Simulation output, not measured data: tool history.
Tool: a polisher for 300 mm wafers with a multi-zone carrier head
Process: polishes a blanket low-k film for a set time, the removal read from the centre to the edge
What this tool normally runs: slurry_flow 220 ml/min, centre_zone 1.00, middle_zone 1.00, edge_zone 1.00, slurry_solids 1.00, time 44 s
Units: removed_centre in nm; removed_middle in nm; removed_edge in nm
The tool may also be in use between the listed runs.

run	day	slurry_flow	centre_zone	middle_zone	edge_zone	slurry_solids	time	incoming thickness of the incoming film, nm	removed_centre	removed_middle	removed_edge
1	0.000	220	1.00	1.00	1.00	1.00	44	304.7	14.7	14.9	14.9
2	0.792	220	1.00	1.00	1.00	1.00	44	305.9	14.5	14.8	15.3
# day 2.133: worn pad replaced by a new one, repeated, since the last time left the tool worse
3	2.154	220	1.00	1.00	1.00	1.00	44	298.9	17.5	17.3	18.1
4	2.571	220	0.93	1.00	1.00	1.00	44	302.8	16.3	17.3	17.7
5	3.912	220	1.12	1.09	1.05	1.00	44	299.6	19.2	18.0	17.8
6	4.633	220	1.00	1.00	1.00	1.00	44	303.2	17.2	17.2	17.3
7	5.333	220	1.00	0.92	1.00	1.00	39	301.6	15.2	14.4	14.9
8	6.792	220	1.00	0.90	1.00	0.85	44	302.6	16.0	15.0	16.3
9	7.804	220	1.00	1.00	1.00	1.00	44	296.0	16.6	16.7	16.8
# day 8.888: worn pad replaced by a new one
10	8.908	220	0.90	1.06	1.00	1.00	44	299.0	15.6	18.5	17.9
11	9.325	220	0.92	1.06	1.00	0.75	58	297.6	19.3	22.3	21.0
# day 10.138: edge zone pressure recalibrated
# day 10.400: carrier head's membrane replaced by a new one
12	10.712	220	1.00	1.00	1.00	1.00	44	301.1	17.3	17.3	17.8
13	12.142	220	0.90	1.00	1.00	1.00	44	296.5	15.1	17.0	17.3
14	16.300	220	1.00	1.08	1.00	1.00	36	298.1	13.2	14.3	13.2
15	17.371	220	1.00	1.00	1.00	1.00	44	299.0	16.0	16.1	16.5
# day 17.629: worn pad replaced by a new one
16	18.775	155	1.11	1.00	1.00	1.00	44	300.8	18.2	16.6	17.0
17	19.529	220	1.00	1.00	1.00	1.00	44	295.5	17.3	17.1	17.3
18	20.838	255	1.00	1.00	1.00	1.00	44	301.3	17.3	17.3	17.1
# day 21.433: slurry nozzle cleaned
19	21.783	220	1.00	1.00	1.00	1.00	44	297.7	16.6	16.8	17.4
20	22.712	195	1.00	1.00	1.00	1.00	59	300.2	21.7	22.4	22.1
21	23.450	220	1.00	1.00	1.00	1.00	44	298.8	16.4	16.3	16.5

Consider 5 possible next runs. They are alternatives, not a sequence: every one starts from the tool as it was left by run 21. What does each give?
A	23.467	220	1.00	1.00	1.00	1.00	44	305.4	?	?	?
B	23.467	285	0.90	1.00	1.00	1.00	44	305.4	?	?	?
C	23.467	220	1.05	0.91	1.00	1.30	44	305.4	?	?	?
D	23.467	220	1.00	1.06	1.00	0.90	44	305.4	?	?	?
E	23.467	220	1.00	1.00	1.00	1.15	44	305.4	?	?	?

run	removed_centre	removed_middle	removed_edge
A	16.4	16.4	16.9
B	15.2	16.9	17.3
C	18.7	16.8	18.4
D	15.8	16.5	16.4
E	17.1	17.2	17.7
Without the tool's unlogged condition, the same runs would have read:
run	removed_centre	removed_middle	removed_edge
A	17.5	17.5	18.1
B	16.2	18.0	18.5
C	20.0	17.9	19.7
D	16.9	17.6	17.5
E	18.3	18.4	18.9
